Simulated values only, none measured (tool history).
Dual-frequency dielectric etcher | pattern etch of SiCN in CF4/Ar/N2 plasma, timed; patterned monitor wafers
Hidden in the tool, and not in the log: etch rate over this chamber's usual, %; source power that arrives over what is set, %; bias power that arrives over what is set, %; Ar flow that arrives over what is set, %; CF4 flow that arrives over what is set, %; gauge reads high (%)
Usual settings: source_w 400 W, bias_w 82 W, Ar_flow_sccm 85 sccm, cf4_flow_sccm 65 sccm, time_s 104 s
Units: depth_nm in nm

run     day  source_w  bias_w  Ar_flow_sccm  cf4_flow_sccm  time_s  wafers since the last listed run  hours since the last wet clean  hours since the last source power generator calibration  hours since the last bias power generator calibration  hours since the last Ar flow controller change  hours since the last CF4 flow controller change  hours since the last upper electrode change  hours since the gauge calibration  read-back reference wafer on the same gauge, depth_nm  depth_nm
  1       0       400      82            85             72     104                                 0                           446.6                                                   2545.7                                                 3719.6                                          1017.5                                           4016.8                                       5446.5                              270.9                                                     97      88.8
      1.179  -- wet clean of the chamber
  2     1.2       400      82            85             61     104                                47                             0.5                                                   2574.5                                                 3748.4                                          1046.3                                           4045.6                                       5475.3                              299.7                                                   97.1      84.3
  3   4.025       340      82            85             65     104                               672                            68.3                                                   2642.3                                                 3816.2                                          1114.1                                           4113.4                                       5543.1                              367.5                                                     97      77.9
  4   6.246       340      82            85             65     104                               528                           121.6                                                   2695.6                                                 3869.5                                          1167.4                                           4166.7                                       5596.4                              420.8                                                     97      78.8
  5   8.533       340      82            85             65     104                               544                           176.5                                                   2750.5                                                 3924.4                                          1222.3                                           4221.6                                       5651.3                              475.7                                                   97.1      78.9
  6  10.754       400      82            85             65     104                               528                           229.8                                                   2803.8                                                 3977.7                                          1275.6                                           4274.9                                       5704.6                                529                                                   97.1      87.1
  7  13.358       400      82            85             65     104                               619                           292.3                                                   2866.3                                                 4040.2                                          1338.1                                           4337.4                                       5767.1                              591.5                                                   97.2      87.3
  8  15.888       400      82            90             65     104                               601                             353                                                     2927                                                 4100.9                                          1398.8                                           4398.1                                       5827.8                              652.2                                                   97.2      86.9
  9  18.246       400      82            90             65     104                               561                           409.6                                                   2983.6                                                 4157.5                                          1455.4                                           4454.7                                       5884.4                              708.8                                                   97.1        87
     19.333  -- source power generator calibrated
       20.2  -- wet clean of the chamber
 10  20.221       400      82            85             65     104                               224                             0.5                                                     21.3                                                 4204.9                                          1502.8                                           4502.1                                       5931.8                              756.2                                                   97.1        85
 11  21.304       400      93            85             65     134                               257                            26.5                                                     47.3                                                 4230.9                                          1528.8                                           4528.1                                       5957.8                              782.2                                                   97.1     117.2
     21.975  -- bias power generator calibrated
     22.446  -- gauge calibrated
     22.567  -- Ar flow controller replaced
     22.879  -- CF4 flow controller replaced
 12    24.2       400      66            85             65     104                               530                              96                                                    116.8                                                   53.4                                            39.2                                             31.7                                       6027.3                               42.1                                                   97.2      76.3
     26.096  -- upper electrode replaced
 13  26.838       400      82            66             65     104                               389                           159.3                                                    180.1                                                  116.7                                           102.5                                               95                                         17.8                              105.4                                                   97.2      89.5
 14  27.912       400      82            64             65     104                               255                           185.1                                                    205.9                                                  142.5                                           128.3                                            120.8                                         43.6                              131.2                                                   97.1      90.1
 15  29.575       400      82            73             75     104                               395                             225                                                    245.8                                                  182.4                                           168.2                                            160.7                                         83.5                              171.1                                                   97.1      89.6
 16  31.112       400      82            85             65     104                               365                           261.9                                                    282.7                                                  219.3                                           205.1                                            197.6                                        120.4                                208                                                   97.1      86.8
 17  32.908       400      82            85             65     104                               427                             305                                                    325.8                                                  262.4                                           248.2                                            240.7                                        163.5                              251.1                                                     97        87
 18  35.338       490      82            92             51    92.5                               577                           363.3                                                    384.1                                                  320.7                                           306.5                                              299                                        221.8                              309.4                                                   97.2      83.4
 19  37.971       400      82            85             65     104                               626                           426.5                                                    447.3                                                  383.9                                           369.7                                            362.2                                          285                              372.6                                                   97.2      87.3

3 ways to go on from here, each from the tool as it stands after run 19. What would each give?
  A  37.988       400      82            85             71     104                                 3                           426.9                                                    447.7                                                  384.3                                           370.1                                            362.6                                        285.4                                373                                                      ?         ?
  B  37.988       350      82            85             77     104                                 3                           426.9                                                    447.7                                                  384.3                                           370.1                                            362.6                                        285.4                                373                                                      ?         ?
  C  37.988       310      82            85             65     104                                 3                           426.9                                                    447.7                                                  384.3                                           370.1                                            362.6                                        285.4                                373                                                      ?         ?

run  read-back reference wafer on the same gauge, depth_nm  depth_nm
  A                                                   97.1      89.3
  B                                                   97.1      83.7
  C                                                   97.1      76.7
Without the tool's hidden state the same runs would have given:
run  depth_nm
  A        86
  B      80.5
  C      73.8
